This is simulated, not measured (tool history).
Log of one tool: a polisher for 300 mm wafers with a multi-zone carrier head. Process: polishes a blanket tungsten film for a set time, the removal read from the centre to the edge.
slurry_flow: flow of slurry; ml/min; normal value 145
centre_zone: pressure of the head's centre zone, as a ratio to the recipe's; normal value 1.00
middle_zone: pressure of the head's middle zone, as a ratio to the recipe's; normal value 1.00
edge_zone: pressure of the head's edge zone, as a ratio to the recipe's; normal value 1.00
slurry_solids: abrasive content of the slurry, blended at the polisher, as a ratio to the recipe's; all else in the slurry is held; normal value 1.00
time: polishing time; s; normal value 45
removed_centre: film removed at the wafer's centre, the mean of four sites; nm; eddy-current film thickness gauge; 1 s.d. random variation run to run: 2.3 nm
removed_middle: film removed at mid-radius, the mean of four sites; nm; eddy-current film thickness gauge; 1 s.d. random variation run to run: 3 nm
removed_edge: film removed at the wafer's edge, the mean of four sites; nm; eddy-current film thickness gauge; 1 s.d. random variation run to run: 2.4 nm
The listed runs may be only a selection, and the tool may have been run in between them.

| run | hour | slurry_flow | centre_zone | middle_zone | edge_zone | slurry_solids | time | wafers since the last listed run | wafers polished on this pad | hours since the slurry nozzle was cleaned | hours since the centre zone pressure was calibrated | hours since the edge zone pressure was calibrated | hours since the carrier head's membrane was replaced | incoming thickness of the incoming film, nm | removed_centre | removed_middle | removed_edge |
|---|---|---|---|---|---|---|---|---|---|---|---|---|---|---|---|---|---|
| 1 | 0.0 | 145 | 1.00 | 1.00 | 1.00 | 1.00 | 45 | 0 | 3386 | 76.3 | 459.6 | 316.4 | 679.0 | 666.6 | 280.7 | 258.2 | 266.0 |
| 2 | 70.4 | 145 | 1.00 | 1.00 | 1.00 | 1.00 | 45 | 800 | 4186 | 146.7 | 530.0 | 386.8 | 749.4 | 658.7 | 286.0 | 253.3 | 263.2 |
|  | 102.1 | edge zone pressure recalibrated |
|  | 122.3 | worn pad replaced by a new one |
| 3 | 133.3 | 125 | 0.91 | 1.00 | 1.00 | 1.00 | 55 | 646 | 125 | 209.6 | 592.9 | 31.2 | 812.3 | 674.5 | 312.7 | 311.2 | 311.5 |
| 4 | 181.7 | 145 | 1.05 | 1.00 | 1.00 | 1.00 | 45 | 550 | 675 | 258.0 | 641.3 | 79.6 | 860.7 | 656.2 | 301.2 | 257.8 | 262.2 |
|  | 195.9 | carrier head's membrane replaced by a new one, of another model than before |
| 5 | 247.8 | 125 | 0.94 | 1.00 | 1.11 | 1.00 | 51 | 694 | 1369 | 324.1 | 707.4 | 145.7 | 51.9 | 652.4 | 300.5 | 284.8 | 311.1 |
|  | 334.2 | centre zone pressure recalibrated |
| 6 | 449.5 | 145 | 1.00 | 1.00 | 1.06 | 1.25 | 45 | 2269 | 3639 | 525.8 | 115.3 | 347.4 | 253.6 | 650.0 | 289.7 | 273.5 | 292.3 |
|  | 470.1 | slurry nozzle cleaned |
|  | 472.6 | edge zone pressure recalibrated |
| 7 | 494.2 | 160 | 1.00 | 1.10 | 1.00 | 1.00 | 45 | 474 | 4113 | 24.1 | 160.0 | 21.6 | 298.3 | 653.8 | 289.7 | 278.9 | 268.1 |
|  | 527.3 | worn pad replaced by a new one |
| 8 | 555.0 | 145 | 1.08 | 1.00 | 1.00 | 1.00 | 51 | 645 | 314 | 84.9 | 220.8 | 82.4 | 359.1 | 673.3 | 368.9 | 295.3 | 302.9 |
| 9 | 589.1 | 145 | 1.00 | 1.00 | 1.00 | 1.00 | 45 | 387 | 702 | 119.0 | 254.9 | 116.5 | 393.2 | 659.7 | 294.0 | 257.3 | 261.6 |
| 10 | 632.1 | 170 | 1.07 | 1.00 | 1.10 | 1.00 | 50 | 488 | 1190 | 162.0 | 297.9 | 159.5 | 436.2 | 647.3 | 383.1 | 299.0 | 316.1 |
| 11 | 658.4 | 145 | 1.00 | 1.00 | 1.00 | 1.00 | 45 | 298 | 1489 | 188.3 | 324.2 | 185.8 | 462.5 | 668.9 | 300.8 | 255.4 | 263.8 |
| 12 | 691.7 | 115 | 1.00 | 1.00 | 1.00 | 1.00 | 39 | 378 | 1868 | 221.6 | 357.5 | 219.1 | 495.8 | 657.0 | 246.6 | 216.0 | 220.9 |
| 13 | 753.4 | 145 | 1.00 | 1.00 | 1.00 | 1.00 | 45 | 701 | 2569 | 283.3 | 419.2 | 280.8 | 557.5 | 656.2 | 300.0 | 257.7 | 262.7 |
| 14 | 789.2 | 145 | 1.00 | 1.00 | 1.00 | 1.00 | 45 | 406 | 2976 | 319.1 | 455.0 | 316.6 | 593.3 | 660.9 | 300.0 | 258.2 | 259.3 |
|  | 807.7 | edge zone pressure recalibrated |
| 15 | 832.9 | 145 | 1.00 | 0.91 | 1.00 | 1.00 | 45 | 474 | 3450 | 362.8 | 498.7 | 25.2 | 637.0 | 668.0 | 305.3 | 241.3 | 264.0 |
| 16 | 868.1 | 145 | 0.93 | 1.05 | 1.00 | 1.00 | 45 | 400 | 3850 | 398.0 | 533.9 | 60.4 | 672.2 | 665.6 | 267.8 | 264.8 | 262.7 |
| 17 | 906.0 | 145 | 0.93 | 1.00 | 1.00 | 1.00 | 45 | 430 | 4281 | 435.9 | 571.8 | 98.3 | 710.1 | 651.6 | 270.6 | 257.4 | 266.1 |
|  | 958.1 | worn pad replaced by a new one |
| 18 | 958.7 | 145 | 1.00 | 1.00 | 1.00 | 0.75 | 45 | 553 | 6 | 488.6 | 624.5 | 151.0 | 762.8 | 673.9 | 285.2 | 233.5 | 244.0 |
| 19 | 988.4 | 180 | 1.00 | 1.00 | 1.00 | 1.15 | 45 | 337 | 344 | 518.3 | 654.2 | 180.7 | 792.5 | 671.6 | 333.8 | 276.3 | 279.5 |
|  | 1038.9 | slurry nozzle cleaned |
| 20 | 1053.0 | 145 | 1.00 | 1.00 | 1.00 | 1.00 | 45 | 722 | 1066 | 14.1 | 718.8 | 245.3 | 857.1 | 671.7 | 310.9 | 253.0 | 265.3 |
| 21 | 1080.2 | 145 | 1.00 | 1.00 | 1.00 | 1.00 | 54 | 309 | 1376 | 41.3 | 746.0 | 272.5 | 884.3 | 663.8 | 370.4 | 309.4 | 318.0 |

Predict each of these 4 candidate next runs independently; none follows another, all start after run 21:
| A | 1080.6 | 145 | 1.00 | 1.00 | 1.00 | 1.15 | 45 | 4 | 1380 | 41.7 | 746.4 | 272.9 | 884.7 | 657.8 | ? | ? | ? |
| B | 1080.6 | 175 | 0.88 | 0.95 | 1.00 | 1.00 | 35 | 4 | 1380 | 41.7 | 746.4 | 272.9 | 884.7 | 657.8 | ? | ? | ? |
| C | 1080.6 | 145 | 1.00 | 0.96 | 1.00 | 0.75 | 49 | 4 | 1380 | 41.7 | 746.4 | 272.9 | 884.7 | 657.8 | ? | ? | ? |
| D | 1080.6 | 100 | 0.93 | 0.95 | 1.00 | 0.75 | 45 | 4 | 1380 | 41.7 | 746.4 | 272.9 | 884.7 | 657.8 | ? | ? | ? |

| run | removed_centre | removed_middle | removed_edge |
|---|---|---|---|
| A | 323.5 | 267.7 | 268.8 |
| B | 199.4 | 200.5 | 206.3 |
| C | 314.4 | 253.2 | 261.3 |
| D | 231.6 | 213.3 | 226.9 |
Without the tool's hidden state the same runs would have given:
| run | removed_centre | removed_middle | removed_edge |
|---|---|---|---|
| A | 269.9 | 268.0 | 268.8 |
| B | 165.7 | 200.7 | 206.3 |
| C | 262.3 | 253.4 | 261.3 |
| D | 192.8 | 213.5 | 226.9 |
